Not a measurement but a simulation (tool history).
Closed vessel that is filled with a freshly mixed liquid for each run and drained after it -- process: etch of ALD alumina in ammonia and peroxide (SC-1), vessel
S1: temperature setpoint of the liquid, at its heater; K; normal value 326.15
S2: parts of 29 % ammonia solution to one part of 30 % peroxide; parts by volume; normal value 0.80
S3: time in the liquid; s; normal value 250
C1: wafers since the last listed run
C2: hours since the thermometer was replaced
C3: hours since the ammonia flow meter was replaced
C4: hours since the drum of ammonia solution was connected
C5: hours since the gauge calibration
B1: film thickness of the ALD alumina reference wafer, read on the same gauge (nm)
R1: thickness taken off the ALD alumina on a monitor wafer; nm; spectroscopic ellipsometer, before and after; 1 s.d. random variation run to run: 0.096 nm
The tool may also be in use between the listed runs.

{"run": 1, "hour": 0.0, "S1": 326.15, "S2": 0.8, "S3": 250, "C1": 0, "C2": 620.4, "C3": 745.9, "C4": 2.9, "C5": 721.8, "B1": 39.99, "R1": 14.68}
{"run": 2, "hour": 51.6, "S1": 326.15, "S2": 0.8, "S3": 250, "C1": 5652, "C2": 672.0, "C3": 797.5, "C4": 54.5, "C5": 773.4, "B1": 40.0, "R1": 14.74}
{"run": 3, "hour": 120.0, "S1": 326.15, "S2": 0.8, "S3": 250, "C1": 7492, "C2": 740.4, "C3": 865.9, "C4": 122.9, "C5": 841.8, "B1": 40.02, "R1": 14.69}
{"run": 4, "hour": 179.8, "S1": 332.65, "S2": 0.95, "S3": 250, "C1": 6550, "C2": 800.2, "C3": 925.7, "C4": 182.7, "C5": 901.6, "B1": 39.99, "R1": 21.0}
{"run": 5, "hour": 240.6, "S1": 321.15, "S2": 0.8, "S3": 250, "C1": 6660, "C2": 861.0, "C3": 986.5, "C4": 243.5, "C5": 962.4, "B1": 40.01, "R1": 11.09}
{"run": 6, "hour": 303.4, "S1": 323.15, "S2": 0.8, "S3": 250, "C1": 6879, "C2": 923.8, "C3": 1049.3, "C4": 306.3, "C5": 1025.2, "B1": 39.99, "R1": 12.26}
{"hour": 319.9, "done": "thermometer replaced"}
{"run": 7, "hour": 347.2, "S1": 323.15, "S2": 0.8, "S3": 250, "C1": 4688, "C2": 27.3, "C3": 1093.1, "C4": 350.1, "C5": 1069.0, "B1": 40.01, "R1": 12.79}
{"run": 8, "hour": 405.8, "S1": 323.15, "S2": 0.8, "S3": 250, "C1": 6419, "C2": 85.9, "C3": 1151.7, "C4": 408.7, "C5": 1127.6, "B1": 40.03, "R1": 12.75}
{"hour": 429.3, "done": "ammonia flow meter replaced"}
{"run": 9, "hour": 477.0, "S1": 335.15, "S2": 0.8, "S3": 250, "C1": 7689, "C2": 157.1, "C3": 47.7, "C4": 479.9, "C5": 1198.8, "B1": 40.0, "R1": 23.97}
{"hour": 491.3, "done": "gauge calibrated"}
{"run": 10, "hour": 545.7, "S1": 319.65, "S2": 0.8, "S3": 250, "C1": 7525, "C2": 225.8, "C3": 116.4, "C4": 548.6, "C5": 54.4, "B1": 40.0, "R1": 10.49}
{"run": 11, "hour": 573.5, "S1": 316.65, "S2": 0.8, "S3": 250, "C1": 3045, "C2": 253.6, "C3": 144.2, "C4": 576.4, "C5": 82.2, "B1": 40.0, "R1": 8.81}
{"run": 12, "hour": 610.8, "S1": 316.65, "S2": 0.8, "S3": 250, "C1": 4085, "C2": 290.9, "C3": 181.5, "C4": 613.7, "C5": 119.5, "B1": 40.01, "R1": 8.8}
{"run": 13, "hour": 661.9, "S1": 330.65, "S2": 0.8, "S3": 250, "C1": 5597, "C2": 342.0, "C3": 232.6, "C4": 664.8, "C5": 170.6, "B1": 40.0, "R1": 18.65}
{"run": 14, "hour": 704.1, "S1": 326.15, "S2": 0.8, "S3": 250, "C1": 4622, "C2": 384.2, "C3": 274.8, "C4": 707.0, "C5": 212.8, "B1": 40.0, "R1": 14.81}
{"hour": 706.0, "done": "new drum of ammonia solution connected"}
{"run": 15, "hour": 765.1, "S1": 331.65, "S2": 0.4, "S3": 360, "C1": 6572, "C2": 445.2, "C3": 335.8, "C4": 59.1, "C5": 273.8, "B1": 40.01, "R1": 26.55}
{"run": 16, "hour": 911.1, "S1": 332.15, "S2": 1.0, "S3": 190, "C1": 15993, "C2": 591.2, "C3": 481.8, "C4": 205.1, "C5": 419.8, "B1": 40.01, "R1": 15.89}

Alternative continuations, all from the tool just after run 16; predict every row:
{"run": "A", "hour": 911.8, "S1": 326.15, "S2": 0.8, "S3": 250, "C1": 76, "C2": 591.9, "C3": 482.5, "C4": 205.8, "C5": 420.5, "B1": "?", "R1": "?"}
{"run": "B", "hour": 911.8, "S1": 334.65, "S2": 0.5, "S3": 165, "C1": 76, "C2": 591.9, "C3": 482.5, "C4": 205.8, "C5": 420.5, "B1": "?", "R1": "?"}
{"run": "C", "hour": 911.8, "S1": 330.15, "S2": 0.6, "S3": 250, "C1": 76, "C2": 591.9, "C3": 482.5, "C4": 205.8, "C5": 420.5, "B1": "?", "R1": "?"}

run=A B1=40.01 R1=14.81
run=B B1=40.01 R1=14.61
run=C B1=40.01 R1=17.84
Without the tool's hidden state the same runs would have given:
run=A R1=15.32
run=B R1=15.08
run=C R1=18.43

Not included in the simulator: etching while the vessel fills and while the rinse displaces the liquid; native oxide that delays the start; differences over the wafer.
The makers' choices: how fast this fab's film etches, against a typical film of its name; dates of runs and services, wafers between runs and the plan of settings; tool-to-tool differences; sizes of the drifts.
